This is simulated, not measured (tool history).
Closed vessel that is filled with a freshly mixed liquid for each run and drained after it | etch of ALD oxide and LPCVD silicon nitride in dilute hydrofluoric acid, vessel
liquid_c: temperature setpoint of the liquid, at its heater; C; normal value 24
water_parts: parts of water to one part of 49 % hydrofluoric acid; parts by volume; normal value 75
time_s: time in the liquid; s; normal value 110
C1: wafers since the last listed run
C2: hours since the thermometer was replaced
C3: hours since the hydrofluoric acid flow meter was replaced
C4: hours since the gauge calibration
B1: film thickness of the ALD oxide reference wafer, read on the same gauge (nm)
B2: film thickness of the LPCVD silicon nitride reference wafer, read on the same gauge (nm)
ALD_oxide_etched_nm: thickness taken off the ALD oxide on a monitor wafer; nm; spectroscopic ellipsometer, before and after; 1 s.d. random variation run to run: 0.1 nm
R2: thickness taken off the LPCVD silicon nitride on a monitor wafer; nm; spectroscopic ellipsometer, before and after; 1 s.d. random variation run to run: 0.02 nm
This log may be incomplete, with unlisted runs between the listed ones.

run 1 hour=0 | liquid_c=24 water_parts=75 time_s=110 | C1=0 C2=2181.7 C3=2036.8 C4=243.5 | B1=140.02 B2=29.971 | ALD_oxide_etched_nm=24.26 R2=0.741
run 2 hour=6.1 | liquid_c=24 water_parts=75 time_s=110 | C1=666 C2=2187.8 C3=2042.9 C4=249.6 | B1=140.05 B2=29.982 | ALD_oxide_etched_nm=24.1 R2=0.716
run 3 hour=19.1 | liquid_c=24 water_parts=75 time_s=110 | C1=1419 C2=2200.8 C3=2055.9 C4=262.6 | B1=140 B2=29.97 | ALD_oxide_etched_nm=24.01 R2=0.748
run 4 hour=31.1 | liquid_c=21 water_parts=75 time_s=65 | C1=1310 C2=2212.8 C3=2067.9 C4=274.6 | B1=140.03 B2=30.023 | ALD_oxide_etched_nm=12.53 R2=0.355
run 5 hour=68.9 | liquid_c=24 water_parts=75 time_s=110 | C1=4128 C2=2250.6 C3=2105.7 C4=312.4 | B1=139.99 B2=29.994 | ALD_oxide_etched_nm=24.14 R2=0.676
run 6 hour=80.7 | liquid_c=24 water_parts=75 time_s=90 | C1=1288 C2=2262.4 C3=2117.5 C4=324.2 | B1=140.03 B2=29.997 | ALD_oxide_etched_nm=19.63 R2=0.62
run 7 hour=94.5 | liquid_c=24 water_parts=75 time_s=90 | C1=1507 C2=2276.2 C3=2131.3 C4=338 | B1=140 B2=30.05 | ALD_oxide_etched_nm=19.77 R2=0.57
-- hour=100.2 hydrofluoric acid flow meter replaced
run 8 hour=105.6 | liquid_c=24 water_parts=75 time_s=110 | C1=1103 C2=2287.3 C3=5.4 C4=349.1 | B1=140 B2=29.955 | ALD_oxide_etched_nm=25.79 R2=0.778
run 9 hour=122.4 | liquid_c=24 water_parts=75 time_s=110 | C1=1835 C2=2304.1 C3=22.2 C4=365.9 | B1=139.98 B2=29.961 | ALD_oxide_etched_nm=25.58 R2=0.75
run 10 hour=135.7 | liquid_c=24 water_parts=75 time_s=110 | C1=1452 C2=2317.4 C3=35.5 C4=379.2 | B1=140.01 B2=29.99 | ALD_oxide_etched_nm=25.77 R2=0.784
run 11 hour=146.7 | liquid_c=28.5 water_parts=100 time_s=110 | C1=1201 C2=2328.4 C3=46.5 C4=390.2 | B1=140.01 B2=30.017 | ALD_oxide_etched_nm=22.49 R2=0.759
-- hour=157.4 hydrofluoric acid flow meter replaced, repeated, since the last time left the tool worse
run 12 hour=159.3 | liquid_c=24 water_parts=60 time_s=160 | C1=1267 C2=2341 C3=1.9 C4=402.8 | B1=140 B2=29.987 | ALD_oxide_etched_nm=41.24 R2=1.099
run 13 hour=169 | liquid_c=24 water_parts=75 time_s=55 | C1=1059 C2=2350.7 C3=11.6 C4=412.5 | B1=140.01 B2=29.973 | ALD_oxide_etched_nm=11.2 R2=0.338
run 14 hour=186.1 | liquid_c=28 water_parts=75 time_s=50 | C1=1867 C2=2367.8 C3=28.7 C4=429.6 | B1=140.01 B2=29.989 | ALD_oxide_etched_nm=11.87 R2=0.393
-- hour=187.6 gauge calibrated
-- hour=195.7 thermometer replaced
run 15 hour=199.8 | liquid_c=28 water_parts=50 time_s=130 | C1=1387 C2=4.1 C3=42.4 C4=12.2 | B1=140 B2=29.975 | ALD_oxide_etched_nm=48.07 R2=1.498
run 16 hour=215.9 | liquid_c=24 water_parts=75 time_s=60 | C1=1758 C2=20.2 C3=58.5 C4=28.3 | B1=139.95 B2=29.995 | ALD_oxide_etched_nm=12.14 R2=0.366
run 17 hour=222.8 | liquid_c=24 water_parts=75 time_s=90 | C1=753 C2=27.1 C3=65.4 C4=35.2 | B1=139.99 B2=29.977 | ALD_oxide_etched_nm=18.22 R2=0.54
run 18 hour=236.7 | liquid_c=24 water_parts=75 time_s=75 | C1=1518 C2=41 C3=79.3 C4=49.1 | B1=139.97 B2=29.984 | ALD_oxide_etched_nm=15.22 R2=0.444
run 19 hour=244.4 | liquid_c=24 water_parts=75 time_s=110 | C1=841 C2=48.7 C3=87 C4=56.8 | B1=140 B2=29.994 | ALD_oxide_etched_nm=22.39 R2=0.691
run 20 hour=255.4 | liquid_c=19 water_parts=90 time_s=165 | C1=1201 C2=59.7 C3=98 C4=67.8 | B1=139.98 B2=29.996 | ALD_oxide_etched_nm=22.41 R2=0.567
run 21 hour=268.5 | liquid_c=24 water_parts=100 time_s=110 | C1=1430 C2=72.8 C3=111.1 C4=80.9 | B1=139.99 B2=29.983 | ALD_oxide_etched_nm=16.36 R2=0.481
run 22 hour=281.7 | liquid_c=21 water_parts=50 time_s=80 | C1=1441 C2=86 C3=124.3 C4=94.1 | B1=140 B2=29.981 | ALD_oxide_etched_nm=22.24 R2=0.583
run 23 hour=289.4 | liquid_c=24 water_parts=40 time_s=160 | C1=841 C2=93.7 C3=132 C4=101.8 | B1=140.06 B2=29.966 | ALD_oxide_etched_nm=64.16 R2=1.731
run 24 hour=303 | liquid_c=25.5 water_parts=90 time_s=150 | C1=1485 C2=107.3 C3=145.6 C4=115.4 | B1=140.01 B2=29.949 | ALD_oxide_etched_nm=26.59 R2=0.827
run 25 hour=320.9 | liquid_c=24 water_parts=75 time_s=110 | C1=1955 C2=125.2 C3=163.5 C4=133.3 | B1=140.03 B2=30.009 | ALD_oxide_etched_nm=22.57 R2=0.659
run 26 hour=335.8 | liquid_c=24 water_parts=95 time_s=170 | C1=1627 C2=140.1 C3=178.4 C4=148.2 | B1=139.99 B2=30.01 | ALD_oxide_etched_nm=26.83 R2=0.815

Entry by entry between the runs, the difference in hidden state between the last listed run before and the first listed run after:
From run 7 to run 8: hydrofluoric acid flow meter replaced (hour 100.2)
  hydrofluoric acid flow above the setpoint (%): 8.75 -> 15.4
  measured minus no-state result, ALD_oxide_etched_nm: +1.73 -> +3.73 nm; R2: +0.045 -> +0.103 nm
From run 11 to run 12: hydrofluoric acid flow meter replaced, repeated, since the last time left the tool worse (hour 157.4)
  hydrofluoric acid flow above the setpoint (%): 15.6 -> 1.08
  measured minus no-state result, ALD_oxide_etched_nm: +3.39 -> +0.47 nm; R2: +0.102 -> +0.012 nm
From run 14 to run 15: gauge calibrated (hour 187.6); thermometer replaced (hour 195.7)
  hydrofluoric acid flow above the setpoint (%): 1.18 -> 1.23
  measured minus no-state result, ALD_oxide_etched_nm: +0.15 -> +0.63 nm; R2: +0.005 -> +0.018 nm
